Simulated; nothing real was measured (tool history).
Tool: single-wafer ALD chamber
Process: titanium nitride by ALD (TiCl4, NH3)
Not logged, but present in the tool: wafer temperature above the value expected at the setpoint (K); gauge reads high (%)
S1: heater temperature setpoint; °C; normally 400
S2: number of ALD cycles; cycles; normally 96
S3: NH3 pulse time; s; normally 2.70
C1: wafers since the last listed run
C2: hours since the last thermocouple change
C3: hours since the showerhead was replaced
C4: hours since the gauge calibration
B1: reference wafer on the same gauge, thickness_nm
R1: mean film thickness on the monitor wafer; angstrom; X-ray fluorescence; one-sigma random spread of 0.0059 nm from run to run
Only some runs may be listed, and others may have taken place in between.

run,hour,S1,S2,S3,C1,C2,C3,C4,B1,R1
1,0.0,397,96,2.70,0,612.1,3463.5,526.5,2.696,23.29
2,47.6,397,96,2.70,150,659.7,3511.1,574.1,2.692,23.19
3,105.6,397,96,2.70,183,717.7,3569.1,632.1,2.693,23.26
4,171.6,404,96,2.70,209,783.7,3635.1,698.1,2.690,23.41
5,208.1,404,96,2.70,115,820.2,3671.6,734.6,2.688,23.24
6,252.7,404,96,2.70,141,864.8,3716.2,779.2,2.687,23.36
7,301.4,400,88,3.52,154,913.5,3764.9,827.9,2.684,21.41
8,356.2,400,88,3.52,173,968.3,3819.7,882.7,2.684,21.48
9,423.9,400,88,3.52,214,1036.0,3887.4,950.4,2.682,21.40
10,459.9,394,96,2.70,114,1072.0,3923.4,986.4,2.680,23.15
11,494.2,394,96,2.70,108,1106.3,3957.7,1020.7,2.678,23.06
# hour 553.2: thermocouple changed; heater temperature recalibrated
12,553.7,394,96,2.70,163,0.5,4017.2,1080.2,2.677,23.08
13,584.9,400,96,2.70,98,31.7,4048.4,1111.4,2.675,23.12
# hour 748.6: gauge calibrated
14,775.9,400,96,2.70,605,222.7,4239.4,27.3,2.710,23.61
15,827.1,400,96,2.70,162,273.9,4290.6,78.5,2.706,23.47
16,864.4,400,100,2.70,118,311.2,4327.9,115.8,2.703,24.47
17,905.2,390,89,1.65,129,352.0,4368.7,156.6,2.703,21.34
18,968.5,397,96,2.70,200,415.3,4432.0,219.9,2.701,23.38
19,993.1,406,110,2.09,78,439.9,4456.6,244.5,2.698,26.65
20,1062.4,393,81,3.35,219,509.2,4525.9,313.8,2.698,19.78
21,1100.0,407,81,1.72,119,546.8,4563.5,351.4,2.695,19.52
22,1134.5,407,82,1.94,109,581.3,4598.0,385.9,2.692,19.83
23,1167.1,385,88,1.81,103,613.9,4630.6,418.5,2.694,20.93
# hour 1217.3: showerhead replaced
24,1311.6,400,96,2.70,432,758.4,94.3,563.0,2.689,23.28
25,1370.2,395,104,2.70,185,817.0,152.9,621.6,2.684,25.21
26,1428.3,400,96,3.67,184,875.1,211.0,679.7,2.682,23.49
27,1482.7,414,104,3.73,172,929.5,265.4,734.1,2.683,25.39
28,1521.0,392,96,2.70,121,967.8,303.7,772.4,2.678,23.10
29,1561.0,387,77,2.70,126,1007.8,343.7,812.4,2.680,18.40
30,1595.4,414,109,2.22,109,1042.2,378.1,846.8,2.677,26.33
31,1620.4,400,96,2.70,79,1067.2,403.1,871.8,2.677,23.15
32,1660.4,387,88,2.70,126,1107.2,443.1,911.8,2.674,21.23
33,1707.3,400,83,2.70,148,1154.1,490.0,958.7,2.674,19.97

How the hidden state differs across the entries between the runs, from the last listed run before each to the first after it:
Between runs 11 and 12: thermocouple changed; heater temperature recalibrated (hour 553.2)
  gauge reads high (%): -1.17 -> -1.26
  measured value less the no-hidden-state value, R1: -0.28 -> -0.30 angstrom
Between runs 13 and 14: gauge calibrated (hour 748.6)
  gauge reads high (%): -1.3 -> -0.0907
  measured value less the no-hidden-state value, R1: -0.30 -> -0.02 angstrom
Between runs 23 and 24: showerhead replaced (hour 1217.3)
  gauge reads high (%): -0.624 -> -0.82
  measured value less the no-hidden-state value, R1: -0.13 -> -0.19 angstrom
